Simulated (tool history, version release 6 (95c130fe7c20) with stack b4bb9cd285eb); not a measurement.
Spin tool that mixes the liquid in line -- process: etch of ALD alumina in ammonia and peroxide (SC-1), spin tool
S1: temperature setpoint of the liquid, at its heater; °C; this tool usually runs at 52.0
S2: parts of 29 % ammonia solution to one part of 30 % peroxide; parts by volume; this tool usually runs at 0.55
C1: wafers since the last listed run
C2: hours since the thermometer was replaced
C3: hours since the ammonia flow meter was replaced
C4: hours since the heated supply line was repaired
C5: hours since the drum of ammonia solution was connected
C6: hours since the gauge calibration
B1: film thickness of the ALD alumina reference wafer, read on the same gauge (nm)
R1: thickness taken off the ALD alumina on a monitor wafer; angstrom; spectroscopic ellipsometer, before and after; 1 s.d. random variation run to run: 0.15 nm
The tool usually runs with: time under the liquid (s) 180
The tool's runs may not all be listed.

run 1 hour=0.0 | S1=52.0 S2=0.55 time_under_the_liquid_(s)=180 | C1=0 C2=1878.2 C3=891.6 C4=3320.0 C5=712.4 C6=596.6 | B1=69.99 | R1=220.5
-- hour=16.3 heated supply line repaired
run 2 hour=42.7 | S1=52.0 S2=0.75 time_under_the_liquid_(s)=150 | C1=226 C2=1920.9 C3=934.3 C4=26.4 C5=755.1 C6=639.3 | B1=70.02 | R1=185.0
run 3 hour=67.7 | S1=52.0 S2=0.75 time_under_the_liquid_(s)=150 | C1=135 C2=1945.9 C3=959.3 C4=51.4 C5=780.1 C6=664.3 | B1=70.01 | R1=189.0
run 4 hour=79.9 | S1=52.0 S2=0.75 time_under_the_liquid_(s)=150 | C1=66 C2=1958.1 C3=971.5 C4=63.6 C5=792.3 C6=676.5 | B1=70.02 | R1=186.3
run 5 hour=93.7 | S1=52.0 S2=0.75 time_under_the_liquid_(s)=150 | C1=74 C2=1971.9 C3=985.3 C4=77.4 C5=806.1 C6=690.3 | B1=69.98 | R1=186.6
-- hour=109.9 new drum of ammonia solution connected
run 6 hour=111.2 | S1=57.5 S2=0.80 time_under_the_liquid_(s)=180 | C1=89 C2=1989.4 C3=1002.8 C4=94.9 C5=1.3 C6=707.8 | B1=69.99 | R1=299.8
run 7 hour=122.1 | S1=52.0 S2=0.55 time_under_the_liquid_(s)=180 | C1=59 C2=2000.3 C3=1013.7 C4=105.8 C5=12.2 C6=718.7 | B1=70.01 | R1=217.9
-- hour=123.8 ammonia flow meter replaced
-- hour=127.2 gauge calibrated
run 8 hour=140.1 | S1=58.0 S2=0.45 time_under_the_liquid_(s)=120 | C1=92 C2=2018.3 C3=16.3 C4=123.8 C5=30.2 C6=12.9 | B1=69.96 | R1=193.4
-- hour=173.3 thermometer replaced
run 9 hour=181.4 | S1=42.0 S2=0.30 time_under_the_liquid_(s)=275 | C1=218 C2=8.1 C3=57.6 C4=165.1 C5=71.5 C6=54.2 | B1=70.03 | R1=161.1
run 10 hour=197.6 | S1=60.5 S2=0.65 time_under_the_liquid_(s)=230 | C1=87 C2=24.3 C3=73.8 C4=181.3 C5=87.7 C6=70.4 | B1=70.03 | R1=401.4
run 11 hour=203.6 | S1=45.0 S2=0.30 time_under_the_liquid_(s)=125 | C1=32 C2=30.3 C3=79.8 C4=187.3 C5=93.7 C6=76.4 | B1=70.00 | R1=85.7
run 12 hour=220.3 | S1=62.0 S2=0.55 time_under_the_liquid_(s)=180 | C1=90 C2=47.0 C3=96.5 C4=204.0 C5=110.4 C6=93.1 | B1=70.01 | R1=334.0
run 13 hour=229.7 | S1=52.0 S2=0.55 time_under_the_liquid_(s)=180 | C1=50 C2=56.4 C3=105.9 C4=213.4 C5=119.8 C6=102.5 | B1=70.01 | R1=195.8
run 14 hour=239.8 | S1=52.0 S2=0.40 time_under_the_liquid_(s)=180 | C1=54 C2=66.5 C3=116.0 C4=223.5 C5=129.9 C6=112.6 | B1=70.02 | R1=189.4
run 15 hour=253.0 | S1=44.0 S2=0.35 time_under_the_liquid_(s)=180 | C1=71 C2=79.7 C3=129.2 C4=236.7 C5=143.1 C6=125.8 | B1=70.00 | R1=119.6
run 16 hour=261.8 | S1=57.5 S2=0.35 time_under_the_liquid_(s)=80 | C1=47 C2=88.5 C3=138.0 C4=245.5 C5=151.9 C6=134.6 | B1=69.98 | R1=112.2
run 17 hour=275.4 | S1=52.0 S2=0.55 time_under_the_liquid_(s)=180 | C1=73 C2=102.1 C3=151.6 C4=259.1 C5=165.5 C6=148.2 | B1=69.99 | R1=196.5
run 18 hour=281.6 | S1=59.5 S2=0.55 time_under_the_liquid_(s)=180 | C1=33 C2=108.3 C3=157.8 C4=265.3 C5=171.7 C6=154.4 | B1=69.98 | R1=293.0
run 19 hour=291.1 | S1=55.5 S2=0.35 time_under_the_liquid_(s)=180 | C1=51 C2=117.8 C3=167.3 C4=274.8 C5=181.2 C6=163.9 | B1=70.02 | R1=229.6
run 20 hour=308.8 | S1=52.0 S2=0.65 time_under_the_liquid_(s)=85 | C1=95 C2=135.5 C3=185.0 C4=292.5 C5=198.9 C6=181.6 | B1=70.03 | R1=95.8
run 21 hour=322.6 | S1=45.5 S2=0.30 time_under_the_liquid_(s)=225 | C1=74 C2=149.3 C3=198.8 C4=306.3 C5=212.7 C6=195.4 | B1=70.00 | R1=160.5
run 22 hour=337.6 | S1=44.0 S2=0.65 time_under_the_liquid_(s)=290 | C1=81 C2=164.3 C3=213.8 C4=321.3 C5=227.7 C6=210.4 | B1=69.99 | R1=203.9
run 23 hour=355.0 | S1=52.0 S2=0.80 time_under_the_liquid_(s)=120 | C1=94 C2=181.7 C3=231.2 C4=338.7 C5=245.1 C6=227.8 | B1=69.99 | R1=137.3

Run 24 has not been measured yet. What should we expect?
run 24 hour=362.3 | S1=56.5 S2=0.55 time_under_the_liquid_(s)=70 | C1=39 C2=189.0 C3=238.5 C4=346.0 C5=252.4 C6=235.1 | B1=? | R1=?

B1: 70.00
R1: 98.0 angstrom
With the hidden condition absent and the run-to-run variation left alone, this run would have shown R1 96.3 angstrom.
